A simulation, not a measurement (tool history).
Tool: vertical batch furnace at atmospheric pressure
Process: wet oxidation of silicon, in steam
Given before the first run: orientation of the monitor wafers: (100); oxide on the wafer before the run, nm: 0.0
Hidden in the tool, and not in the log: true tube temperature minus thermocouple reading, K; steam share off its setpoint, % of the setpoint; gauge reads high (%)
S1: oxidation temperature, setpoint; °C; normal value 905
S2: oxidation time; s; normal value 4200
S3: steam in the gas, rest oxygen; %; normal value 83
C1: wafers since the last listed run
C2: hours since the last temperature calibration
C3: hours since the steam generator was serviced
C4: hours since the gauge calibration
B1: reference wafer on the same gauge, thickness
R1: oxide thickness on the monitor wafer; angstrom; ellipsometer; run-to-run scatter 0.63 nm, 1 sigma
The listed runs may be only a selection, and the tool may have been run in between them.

run	hour	S1	S2	S3	C1	C2	C3	C4	B1	R1
1	0.0	905	5490	88	0	1392.7	1836.0	6.0	134.86	2059.8
2	97.5	905	5490	88	1005	1490.2	1933.5	103.5	135.06	2050.8
3	113.9	905	4200	83	169	1506.6	1949.9	119.9	134.98	1549.4
4	127.9	905	4200	83	144	1520.6	1963.9	133.9	135.12	1547.8
5	140.3	905	4200	83	127	1533.0	1976.3	146.3	135.03	1544.0
6	157.1	905	4200	80	173	1549.8	1993.1	163.1	135.11	1500.0
7	183.9	905	4200	80	276	1576.6	2019.9	189.9	134.99	1504.7
8	206.0	886	4200	89	228	1598.7	2042.0	212.0	135.08	1252.9
9	230.2	905	4200	74	249	1622.9	2066.2	236.2	135.04	1393.8
10	243.9	896	4200	83	141	1636.6	2079.9	249.9	135.21	1380.1
11	270.2	896	4200	83	271	1662.9	2106.2	276.2	134.93	1376.0
12	304.1	896	4200	83	349	1696.8	2140.1	310.1	135.06	1370.5
13	318.5	905	4200	83	148	1711.2	2154.5	324.5	135.06	1549.9
14	332.0	905	4200	83	139	1724.7	2168.0	338.0	134.84	1548.2
15	349.6	905	4200	74	181	1742.3	2185.6	355.6	134.94	1406.5
# hour 384.1: thermocouples replaced and temperature profile calibrated
16	384.6	926	4200	77	113	0.5	2220.6	390.6	134.95	1766.8
17	402.0	905	4200	90	179	17.9	2238.0	408.0	135.01	1568.2
18	419.0	898	3060	92	175	34.9	2255.0	425.0	134.98	1085.9
# hour 445.2: gauge calibrated
# hour 454.4: steam generator serviced
19	454.9	881	4200	83	122	70.8	0.5	9.7	135.03	1106.5
20	461.2	905	4200	83	64	77.1	6.8	16.0	135.06	1575.2
21	483.0	896	6060	87	224	98.9	28.6	37.8	134.99	2014.6
22	508.1	922	4200	75	258	124.0	53.7	62.9	135.08	1779.3
23	533.1	891	2970	75	257	149.0	78.7	87.9	135.19	858.0
24	553.5	905	2550	83	210	169.4	99.1	108.3	135.09	1013.0
25	585.5	917	4950	92	330	201.4	131.1	140.3	134.99	2288.7
26	600.0	905	2190	83	149	215.9	145.6	154.8	134.75	877.7
27	619.1	905	4200	80	197	235.0	164.7	173.9	134.85	1532.7

Predict each of these 3 candidate next runs independently; none follows another, all start after run 27:
A	624.0	899	4200	83	50	239.9	169.6	178.8	?	?
B	624.0	905	2610	75	50	239.9	169.6	178.8	?	?
C	624.0	905	4200	93	50	239.9	169.6	178.8	?	?

run	B1	R1
A	134.92	1468.6
B	134.92	946.1
C	134.92	1759.9
Had the tool no hidden state, the same runs would have come out as:
run	R1
A	1461.0
B	942.1
C	1754.7
